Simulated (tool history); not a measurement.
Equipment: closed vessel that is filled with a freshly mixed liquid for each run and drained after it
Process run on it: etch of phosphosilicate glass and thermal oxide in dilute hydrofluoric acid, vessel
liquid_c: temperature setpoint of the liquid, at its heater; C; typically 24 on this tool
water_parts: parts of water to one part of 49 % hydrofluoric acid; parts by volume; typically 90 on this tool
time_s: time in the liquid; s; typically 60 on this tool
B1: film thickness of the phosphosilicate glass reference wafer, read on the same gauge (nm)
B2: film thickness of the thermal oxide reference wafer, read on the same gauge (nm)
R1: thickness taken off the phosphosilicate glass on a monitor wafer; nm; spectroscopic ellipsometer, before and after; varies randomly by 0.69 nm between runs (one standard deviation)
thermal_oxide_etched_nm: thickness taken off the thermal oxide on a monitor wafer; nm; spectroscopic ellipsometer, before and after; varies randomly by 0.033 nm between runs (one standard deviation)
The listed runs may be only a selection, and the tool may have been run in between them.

{"run": 1, "day": 0.0, "liquid_c": 22.5, "water_parts": 90, "time_s": 60, "B1": 150, "B2": 149.998, "R1": 118.65, "thermal_oxide_etched_nm": 3.585}
{"run": 2, "day": 1.621, "liquid_c": 22.5, "water_parts": 90, "time_s": 60, "B1": 149.99, "B2": 150.026, "R1": 117.5, "thermal_oxide_etched_nm": 3.602}
{"day": 2.433, "done": "hydrofluoric acid flow meter replaced"}
{"run": 3, "day": 2.654, "liquid_c": 21, "water_parts": 70, "time_s": 30, "B1": 150, "B2": 149.949, "R1": 74.1, "thermal_oxide_etched_nm": 2.261}
{"run": 4, "day": 3.762, "liquid_c": 24, "water_parts": 90, "time_s": 60, "B1": 150, "B2": 150.022, "R1": 126.04, "thermal_oxide_etched_nm": 3.88}
{"run": 5, "day": 4.729, "liquid_c": 24, "water_parts": 55, "time_s": 60, "B1": 150.03, "B2": 149.992, "R1": 219.25, "thermal_oxide_etched_nm": 6.697}
{"run": 6, "day": 5.829, "liquid_c": 24, "water_parts": 90, "time_s": 60, "B1": 150.02, "B2": 150.022, "R1": 127.21, "thermal_oxide_etched_nm": 3.797}
{"run": 7, "day": 7.325, "liquid_c": 19.5, "water_parts": 105, "time_s": 45, "B1": 150.01, "B2": 150.049, "R1": 67.04, "thermal_oxide_etched_nm": 2.041}
{"day": 7.904, "done": "gauge calibrated"}
{"run": 8, "day": 8.512, "liquid_c": 19, "water_parts": 130, "time_s": 85, "B1": 150, "B2": 149.991, "R1": 97.75, "thermal_oxide_etched_nm": 2.921}
{"run": 9, "day": 9.554, "liquid_c": 21, "water_parts": 90, "time_s": 80, "B1": 149.99, "B2": 150.013, "R1": 150.51, "thermal_oxide_etched_nm": 4.549}
{"run": 10, "day": 10.871, "liquid_c": 24, "water_parts": 90, "time_s": 60, "B1": 150.01, "B2": 150.011, "R1": 128.47, "thermal_oxide_etched_nm": 3.884}
{"run": 11, "day": 11.892, "liquid_c": 28, "water_parts": 120, "time_s": 75, "B1": 149.99, "B2": 150.022, "R1": 133.92, "thermal_oxide_etched_nm": 4.039}
{"run": 12, "day": 13.275, "liquid_c": 24, "water_parts": 110, "time_s": 40, "B1": 149.99, "B2": 149.933, "R1": 68.58, "thermal_oxide_etched_nm": 2.055}
{"run": 13, "day": 13.971, "liquid_c": 26, "water_parts": 90, "time_s": 40, "B1": 149.99, "B2": 150.009, "R1": 93.4, "thermal_oxide_etched_nm": 2.812}
{"day": 14.583, "done": "thermometer replaced"}
{"run": 14, "day": 15.346, "liquid_c": 24, "water_parts": 50, "time_s": 75, "B1": 150, "B2": 150.012, "R1": 276.41, "thermal_oxide_etched_nm": 8.515}
{"run": 15, "day": 15.967, "liquid_c": 26.5, "water_parts": 90, "time_s": 85, "B1": 150.03, "B2": 149.952, "R1": 180.61, "thermal_oxide_etched_nm": 5.575}
{"run": 16, "day": 17.433, "liquid_c": 24, "water_parts": 90, "time_s": 60, "B1": 150.01, "B2": 149.99, "R1": 116.59, "thermal_oxide_etched_nm": 3.56}
{"run": 17, "day": 18.025, "liquid_c": 24, "water_parts": 90, "time_s": 60, "B1": 150, "B2": 150.029, "R1": 116.15, "thermal_oxide_etched_nm": 3.542}
{"run": 18, "day": 18.912, "liquid_c": 20.5, "water_parts": 70, "time_s": 50, "B1": 150, "B2": 149.971, "R1": 112.88, "thermal_oxide_etched_nm": 3.449}
{"run": 19, "day": 20.212, "liquid_c": 27, "water_parts": 125, "time_s": 60, "B1": 150, "B2": 150.043, "R1": 91.09, "thermal_oxide_etched_nm": 2.789}
{"run": 20, "day": 21.146, "liquid_c": 24, "water_parts": 90, "time_s": 60, "B1": 149.99, "B2": 149.981, "R1": 118.1, "thermal_oxide_etched_nm": 3.673}
{"run": 21, "day": 21.671, "liquid_c": 20, "water_parts": 70, "time_s": 85, "B1": 150, "B2": 150.026, "R1": 185.67, "thermal_oxide_etched_nm": 5.804}
{"run": 22, "day": 23.129, "liquid_c": 24, "water_parts": 115, "time_s": 60, "B1": 150.01, "B2": 150.008, "R1": 89.77, "thermal_oxide_etched_nm": 2.693}
{"run": 23, "day": 24.392, "liquid_c": 22, "water_parts": 50, "time_s": 60, "B1": 149.99, "B2": 150.042, "R1": 204.52, "thermal_oxide_etched_nm": 6.284}
{"run": 24, "day": 25.388, "liquid_c": 24, "water_parts": 90, "time_s": 60, "B1": 150.02, "B2": 150.023, "R1": 118.71, "thermal_oxide_etched_nm": 3.616}
{"run": 25, "day": 26.179, "liquid_c": 24, "water_parts": 90, "time_s": 45, "B1": 150.01, "B2": 149.978, "R1": 88.85, "thermal_oxide_etched_nm": 2.694}
{"run": 26, "day": 26.767, "liquid_c": 24, "water_parts": 90, "time_s": 95, "B1": 150, "B2": 150.029, "R1": 186.52, "thermal_oxide_etched_nm": 5.704}

Predict each of these 3 candidate next runs independently; none follows another, all start after run 26:
{"run": "A", "day": 26.796, "liquid_c": 24, "water_parts": 90, "time_s": 50, "B1": "?", "B2": "?", "R1": "?", "thermal_oxide_etched_nm": "?"}
{"run": "B", "day": 26.796, "liquid_c": 21.5, "water_parts": 60, "time_s": 75, "B1": "?", "B2": "?", "R1": "?", "thermal_oxide_etched_nm": "?"}
{"run": "C", "day": 26.796, "liquid_c": 19.5, "water_parts": 110, "time_s": 80, "B1": "?", "B2": "?", "R1": "?", "thermal_oxide_etched_nm": "?"}

run=A B1=150 B2=149.981 R1=97.76 thermal_oxide_etched_nm=3.002
run=B B1=150 B2=149.981 R1=206.43 thermal_oxide_etched_nm=6.339
run=C B1=150 B2=149.981 R1=104.31 thermal_oxide_etched_nm=3.203
With the hidden condition removed and each run's random variation left untouched, the same runs would have given:
run=A R1=94.81 thermal_oxide_etched_nm=2.911
run=B R1=199.93 thermal_oxide_etched_nm=6.14
run=C R1=101.08 thermal_oxide_etched_nm=3.104

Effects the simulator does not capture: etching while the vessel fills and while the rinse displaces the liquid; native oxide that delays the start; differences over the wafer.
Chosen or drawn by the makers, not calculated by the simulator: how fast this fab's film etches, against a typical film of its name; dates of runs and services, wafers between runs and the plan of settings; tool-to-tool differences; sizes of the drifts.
